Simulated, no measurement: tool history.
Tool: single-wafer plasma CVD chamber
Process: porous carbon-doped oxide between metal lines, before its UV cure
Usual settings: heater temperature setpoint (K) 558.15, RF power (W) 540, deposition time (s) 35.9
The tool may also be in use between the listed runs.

run    hour  heater temperature setpoint (K)  RF power (W)  deposition time (s)  read-back reference wafer on the same gauge, thickness_nm  mean film thickness on the monitor wafer (nm)
  1       0                           553.15           540                 35.9                                                    183.039                                        240.262
  2      61                           549.15           540                 35.9                                                    182.873                                        244.465
  3    95.5                           549.15           540                 35.9                                                    183.109                                        249.728
  4   127.3                           549.15           540                 35.9                                                    183.098                                        244.977
  5   161.3                           551.15           540                 41.5                                                    183.073                                        280.093
  6   226.4                           548.15           540                 38.5                                                    182.786                                        268.436
  7   257.2                           548.15           540                 38.5                                                    183.116                                        267.062
  8   312.5                           548.15           540                 38.5                                                    182.895                                         267.39
  9   361.2                           558.15           540                 35.9                                                     183.03                                        231.594
 10   484.9                           558.15           540                 35.9                                                    182.933                                         230.84
 11     535                           558.15           540                 35.9                                                    183.268                                        230.832
      568.7  -- thermocouple changed; heater temperature recalibrated
 12   582.6                           558.15           540                 35.9                                                    182.906                                        221.156
 13   649.5                           558.15           540                 35.9                                                    183.115                                         223.16
      690.9  -- gauge calibrated
      696.9  -- RF generator calibrated
 14   707.6                           558.15           540                 32.9                                                    182.919                                        211.365
 15     773                           558.15           575                 35.9                                                    183.034                                        241.362
 16   804.4                           571.15           615                 39.9                                                    182.818                                        255.779
 17   864.5                           550.15           540                 35.9                                                    182.995                                        240.092
 18   926.9                           558.15           540                 35.9                                                    183.072                                        226.615
 19   962.3                           558.15           510                   40                                                    183.042                                        240.939
 20  1023.9                           558.15           540                 35.9                                                    182.872                                        227.146
 21  1083.2                           547.15           540                 35.9                                                    183.029                                        245.125
 22  1145.4                           551.15           610                 31.2                                                    183.129                                        229.707
 23  1209.1                           546.15           540                 41.1                                                    183.007                                        283.635
 24  1242.2                           552.15           600                 40.8                                                    182.975                                         293.19
     1266.5  -- showerhead replaced
 25  1270.8                           543.15           540                 35.9                                                    182.906                                        253.329
 26  1311.3                           558.15           540                 35.9                                                      183.1                                        228.394
 27  1335.8                           564.15           540                 35.9                                                    183.093                                        219.695
 28  1359.8                           549.15           540                 37.4                                                    183.046                                        251.651
 29  1424.6                           563.15           615                 30.3                                                    182.836                                        209.767
 30  1461.3                           544.15           610                 32.2                                                    182.972                                        249.395
 31  1519.3                           568.15           540                 35.9                                                     183.08                                        213.683
 32  1549.4                           570.15           435                 42.4                                                    183.207                                         203.45
 33  1616.3                           558.15           540                 39.6                                                    183.044                                        250.456
 34  1685.3                           558.15           635                 35.9                                                    183.021                                        260.368
 35  1756.4                           558.15           540                 35.9                                                    182.877                                        229.578

Forecast each of these 3 alternatives for the next run:
  A  1756.8                           558.15           480                 35.9                                                          ?                                              ?
  B  1756.8                           547.15           480                 38.2                                                          ?                                              ?
  C  1756.8                           558.15           585                 38.4                                                          ?                                              ?

run  read-back reference wafer on the same gauge, thickness_nm  mean film thickness on the monitor wafer (nm)
  A                                                    183.024                                        207.597
  B                                                    183.024                                        237.996
  C                                                    183.024                                        261.726
Without the tool's hidden state the same runs would have given:
run  mean film thickness on the monitor wafer (nm)
  A                                        205.757
  B                                        235.509
  C                                        259.015

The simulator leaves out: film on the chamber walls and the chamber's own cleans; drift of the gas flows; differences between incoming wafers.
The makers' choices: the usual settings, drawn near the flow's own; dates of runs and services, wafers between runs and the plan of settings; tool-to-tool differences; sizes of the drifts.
